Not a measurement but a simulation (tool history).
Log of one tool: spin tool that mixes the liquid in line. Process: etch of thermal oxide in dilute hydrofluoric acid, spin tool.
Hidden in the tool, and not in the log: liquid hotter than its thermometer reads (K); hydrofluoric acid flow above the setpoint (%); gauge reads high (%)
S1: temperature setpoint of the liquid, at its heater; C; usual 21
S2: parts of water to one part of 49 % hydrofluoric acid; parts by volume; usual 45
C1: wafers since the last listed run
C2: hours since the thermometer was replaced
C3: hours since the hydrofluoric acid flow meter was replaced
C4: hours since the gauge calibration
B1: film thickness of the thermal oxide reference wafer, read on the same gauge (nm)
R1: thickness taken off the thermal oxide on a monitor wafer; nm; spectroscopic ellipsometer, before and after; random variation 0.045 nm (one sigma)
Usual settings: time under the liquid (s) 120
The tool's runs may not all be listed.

{"run": 1, "hour": 0.0, "S1": 21, "S2": 45, "time under the liquid (s)": 120, "C1": 0, "C2": 2345.7, "C3": 851.8, "C4": 212.9, "B1": 59.99, "R1": 11.99}
{"run": 2, "hour": 20.0, "S1": 21, "S2": 45, "time under the liquid (s)": 120, "C1": 117, "C2": 2365.7, "C3": 871.8, "C4": 232.9, "B1": 59.99, "R1": 11.99}
{"run": 3, "hour": 35.1, "S1": 21, "S2": 45, "time under the liquid (s)": 120, "C1": 88, "C2": 2380.8, "C3": 886.9, "C4": 248, "B1": 59.99, "R1": 11.93}
{"run": 4, "hour": 48.0, "S1": 21, "S2": 45, "time under the liquid (s)": 120, "C1": 75, "C2": 2393.7, "C3": 899.8, "C4": 260.9, "B1": 60.01, "R1": 11.99}
{"run": 5, "hour": 61.5, "S1": 21, "S2": 45, "time under the liquid (s)": 145, "C1": 79, "C2": 2407.2, "C3": 913.3, "C4": 274.4, "B1": 59.98, "R1": 14.48}
{"run": 6, "hour": 94.3, "S1": 24, "S2": 45, "time under the liquid (s)": 120, "C1": 192, "C2": 2440, "C3": 946.1, "C4": 307.2, "B1": 60.01, "R1": 13.58}
{"hour": 119.9, "done": "gauge calibrated"}
{"run": 7, "hour": 122.1, "S1": 24, "S2": 45, "time under the liquid (s)": 120, "C1": 163, "C2": 2467.8, "C3": 973.9, "C4": 2.2, "B1": 60.02, "R1": 13.59}
{"hour": 139.0, "done": "hydrofluoric acid flow meter replaced"}
{"run": 8, "hour": 141.6, "S1": 19, "S2": 50, "time under the liquid (s)": 140, "C1": 108, "C2": 2487.3, "C3": 2.6, "C4": 21.7, "B1": 60, "R1": 11.45}
{"hour": 159.0, "done": "thermometer replaced"}
{"run": 9, "hour": 161.9, "S1": 21, "S2": 45, "time under the liquid (s)": 120, "C1": 113, "C2": 2.9, "C3": 22.9, "C4": 42, "B1": 60.01, "R1": 11.99}
{"run": 10, "hour": 178.1, "S1": 23, "S2": 25, "time under the liquid (s)": 55, "C1": 95, "C2": 19.1, "C3": 39.1, "C4": 58.2, "B1": 60, "R1": 11.08}
{"run": 11, "hour": 272.4, "S1": 24, "S2": 55, "time under the liquid (s)": 155, "C1": 553, "C2": 113.4, "C3": 133.4, "C4": 152.5, "B1": 59.98, "R1": 14.12}
{"run": 12, "hour": 296.2, "S1": 21, "S2": 45, "time under the liquid (s)": 120, "C1": 139, "C2": 137.2, "C3": 157.2, "C4": 176.3, "B1": 59.98, "R1": 12.01}
{"run": 13, "hour": 320.5, "S1": 23.5, "S2": 60, "time under the liquid (s)": 185, "C1": 142, "C2": 161.5, "C3": 181.5, "C4": 200.6, "B1": 60, "R1": 14.99}
{"run": 14, "hour": 353.0, "S1": 22.5, "S2": 55, "time under the liquid (s)": 120, "C1": 190, "C2": 194, "C3": 214, "C4": 233.1, "B1": 60.02, "R1": 10.33}

Forecast each of these 5 alternatives for the next run:
{"run": "A", "hour": 353.4, "S1": 21, "S2": 45, "time under the liquid (s)": 120, "C1": 2, "C2": 194.4, "C3": 214.4, "C4": 233.5, "B1": "?", "R1": "?"}
{"run": "B", "hour": 353.4, "S1": 19, "S2": 45, "time under the liquid (s)": 120, "C1": 2, "C2": 194.4, "C3": 214.4, "C4": 233.5, "B1": "?", "R1": "?"}
{"run": "C", "hour": 353.4, "S1": 25.5, "S2": 60, "time under the liquid (s)": 120, "C1": 2, "C2": 194.4, "C3": 214.4, "C4": 233.5, "B1": "?", "R1": "?"}
{"run": "D", "hour": 353.4, "S1": 18, "S2": 45, "time under the liquid (s)": 120, "C1": 2, "C2": 194.4, "C3": 214.4, "C4": 233.5, "B1": "?", "R1": "?"}
{"run": "E", "hour": 353.4, "S1": 21, "S2": 60, "time under the liquid (s)": 120, "C1": 2, "C2": 194.4, "C3": 214.4, "C4": 233.5, "B1": "?", "R1": "?"}

run=A B1=60 R1=11.93
run=B B1=60 R1=10.95
run=C B1=60 R1=10.57
run=D B1=60 R1=10.49
run=E B1=60 R1=8.78
Without the tool's hidden state the same runs would have given:
run=A R1=11.93
run=B R1=10.95
run=C R1=10.57
run=D R1=10.49
run=E R1=8.78
